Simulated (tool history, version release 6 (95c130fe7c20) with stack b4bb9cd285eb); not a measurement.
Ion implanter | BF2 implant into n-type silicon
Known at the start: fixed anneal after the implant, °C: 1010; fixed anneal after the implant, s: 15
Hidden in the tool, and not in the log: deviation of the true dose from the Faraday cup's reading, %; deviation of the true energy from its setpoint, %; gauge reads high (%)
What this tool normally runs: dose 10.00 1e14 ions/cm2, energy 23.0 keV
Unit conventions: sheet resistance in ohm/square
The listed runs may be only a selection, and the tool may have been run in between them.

| run | hour | dose | energy | wafers since the last listed run | hours since the last dose calibration | hours since the extraction supply was calibrated | hours since the gauge calibration | read-back reference wafer on the same gauge, sheet resistance | sheet resistance |
|---|---|---|---|---|---|---|---|---|---|
| 1 | 0.0 | 8.30 | 23.0 | 0 | 918.6 | 2564.7 | 52.6 | 156.06 | 172.20 |
| 2 | 28.6 | 8.30 | 23.0 | 783 | 947.2 | 2593.3 | 81.2 | 156.07 | 172.55 |
| 3 | 59.7 | 10.00 | 23.0 | 851 | 978.3 | 2624.4 | 112.3 | 156.01 | 159.53 |
| 4 | 92.5 | 10.00 | 23.0 | 898 | 1011.1 | 2657.2 | 145.1 | 156.13 | 159.14 |
| 5 | 122.6 | 10.00 | 23.0 | 824 | 1041.2 | 2687.3 | 175.2 | 156.00 | 158.81 |
| 6 | 140.9 | 10.00 | 23.0 | 501 | 1059.5 | 2705.6 | 193.5 | 156.04 | 158.72 |
| 7 | 160.0 | 7.71 | 28.0 | 523 | 1078.6 | 2724.7 | 212.6 | 156.10 | 167.09 |
| 8 | 189.5 | 10.00 | 23.0 | 807 | 1108.1 | 2754.2 | 242.1 | 155.98 | 159.29 |
| 9 | 219.6 | 10.00 | 28.5 | 824 | 1138.2 | 2784.3 | 272.2 | 156.03 | 146.00 |
| 10 | 248.0 | 10.00 | 23.0 | 777 | 1166.6 | 2812.7 | 300.6 | 156.01 | 158.67 |
| 11 | 280.7 | 10.00 | 23.0 | 895 | 1199.3 | 2845.4 | 333.3 | 155.92 | 159.73 |
| 12 | 305.7 | 10.00 | 23.0 | 684 | 1224.3 | 2870.4 | 358.3 | 156.05 | 159.31 |
| 13 | 340.0 | 10.00 | 20.5 | 939 | 1258.6 | 2904.7 | 392.6 | 156.01 | 166.83 |
| 14 | 357.6 | 8.54 | 23.0 | 482 | 1276.2 | 2922.3 | 410.2 | 156.00 | 169.30 |
| 15 | 389.8 | 11.26 | 30.5 | 881 | 1308.4 | 2954.5 | 442.4 | 156.19 | 134.96 |
|  | 394.8 | gauge calibrated |
| 16 | 405.6 | 8.83 | 16.0 | 432 | 1324.2 | 2970.3 | 10.8 | 156.06 | 191.61 |
|  | 423.0 | extraction supply calibrated |
| 17 | 428.0 | 11.12 | 17.5 | 394 | 1346.6 | 5.0 | 33.2 | 156.03 | 172.84 |
|  | 436.5 | Faraday cup replaced and dose calibrated |
| 18 | 453.8 | 10.00 | 16.5 | 487 | 17.3 | 30.8 | 59.0 | 156.01 | 178.39 |
| 19 | 484.0 | 10.00 | 23.0 | 827 | 47.5 | 61.0 | 89.2 | 156.01 | 156.33 |
| 20 | 498.0 | 11.79 | 18.0 | 383 | 61.5 | 75.0 | 103.2 | 155.99 | 166.18 |
| 21 | 518.4 | 11.82 | 26.0 | 558 | 81.9 | 95.4 | 123.6 | 156.03 | 140.35 |
| 22 | 537.7 | 11.26 | 30.5 | 528 | 101.2 | 114.7 | 142.9 | 156.00 | 133.04 |
| 23 | 561.4 | 12.95 | 28.5 | 649 | 124.9 | 138.4 | 166.6 | 155.89 | 131.28 |
| 24 | 590.8 | 11.59 | 20.5 | 805 | 154.3 | 167.8 | 196.0 | 155.92 | 158.19 |
| 25 | 604.4 | 12.37 | 20.5 | 372 | 167.9 | 181.4 | 209.6 | 156.03 | 155.07 |
| 26 | 640.3 | 10.00 | 23.0 | 983 | 203.8 | 217.3 | 245.5 | 156.00 | 156.67 |
| 27 | 668.8 | 10.84 | 23.0 | 780 | 232.3 | 245.8 | 274.0 | 156.04 | 152.79 |

Selected run-to-run steps in sheet resistance, each split into two signed amounts: the part the tool would show with no hidden state at all (from settings, incoming material and random variation), and the remainder, which goes to the hidden state together with any gauge scatter not common to the measured and the hidden-state-free results:
Run 6 -> 7: dose 10.00 -> 7.71, energy 23.0 -> 28.0. sheet resistance +8.37 ohm/square: hidden state +1.73, all else +6.64.
Run 14 -> 15: dose 8.54 -> 11.26, energy 23.0 -> 30.5. sheet resistance -34.34 ohm/square: hidden state -1.20, all else -33.14.
Run 15 -> 16: dose 11.26 -> 8.83, energy 30.5 -> 16.0, gauge calibrated. sheet resistance +56.65 ohm/square: hidden state +0.81, all else +55.84.
Run 17 -> 18: dose 11.12 -> 10.00, energy 17.5 -> 16.5, Faraday cup replaced and dose calibrated. sheet resistance +5.55 ohm/square: hidden state -2.81, all else +8.36.

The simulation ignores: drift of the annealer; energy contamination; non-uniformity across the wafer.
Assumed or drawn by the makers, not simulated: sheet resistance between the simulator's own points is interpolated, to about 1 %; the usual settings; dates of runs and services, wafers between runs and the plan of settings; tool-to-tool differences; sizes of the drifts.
